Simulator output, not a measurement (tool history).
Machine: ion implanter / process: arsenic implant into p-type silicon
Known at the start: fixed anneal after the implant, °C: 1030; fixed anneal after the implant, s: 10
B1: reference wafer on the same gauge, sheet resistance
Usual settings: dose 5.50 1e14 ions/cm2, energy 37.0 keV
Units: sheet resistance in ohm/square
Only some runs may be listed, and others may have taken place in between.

run 1 hour=0.0 | dose=5.50 energy=37.0 | B1=167.96 | sheet_resistance=184.39
run 2 hour=9.0 | dose=5.50 energy=37.0 | B1=167.94 | sheet_resistance=183.95
run 3 hour=24.3 | dose=5.01 energy=31.0 | B1=168.07 | sheet_resistance=203.38
run 4 hour=40.2 | dose=5.01 energy=31.0 | B1=167.94 | sheet_resistance=203.09
run 5 hour=51.9 | dose=5.01 energy=31.0 | B1=168.01 | sheet_resistance=202.94
run 6 hour=61.9 | dose=5.50 energy=37.0 | B1=168.03 | sheet_resistance=184.13
run 7 hour=75.5 | dose=5.50 energy=37.0 | B1=168.01 | sheet_resistance=184.61
run 8 hour=88.8 | dose=5.50 energy=37.0 | B1=167.97 | sheet_resistance=184.12
run 9 hour=105.5 | dose=5.50 energy=37.0 | B1=168.03 | sheet_resistance=184.34
run 10 hour=119.8 | dose=5.50 energy=37.0 | B1=168.03 | sheet_resistance=183.88
-- hour=131.6 Faraday cup replaced and dose calibrated
run 11 hour=132.1 | dose=4.44 energy=37.0 | B1=167.99 | sheet_resistance=226.45
run 12 hour=140.2 | dose=4.44 energy=37.0 | B1=168.03 | sheet_resistance=226.38
-- hour=146.2 gauge calibrated
run 13 hour=149.4 | dose=5.50 energy=37.0 | B1=168.00 | sheet_resistance=192.09
run 14 hour=167.3 | dose=5.50 energy=37.0 | B1=168.04 | sheet_resistance=191.21
run 15 hour=198.5 | dose=4.13 energy=47.0 | B1=167.97 | sheet_resistance=230.41
run 16 hour=208.3 | dose=5.95 energy=31.0 | B1=167.97 | sheet_resistance=185.78
-- hour=218.2 extraction supply calibrated
run 17 hour=231.4 | dose=5.50 energy=37.0 | B1=168.00 | sheet_resistance=191.47
run 18 hour=247.2 | dose=5.50 energy=37.0 | B1=167.99 | sheet_resistance=191.40
run 19 hour=257.1 | dose=6.58 energy=30.5 | B1=167.95 | sheet_resistance=172.00

Run 20 is up next; what results do you expect?
run 20 hour=269.9 | dose=5.50 energy=30.5 | B1=? | sheet_resistance=?

For run 20 the tool returned B1 167.98, sheet resistance 197.04 ohm/square.
Without the tool's hidden state the same run would have given sheet resistance 198.23 ohm/square.
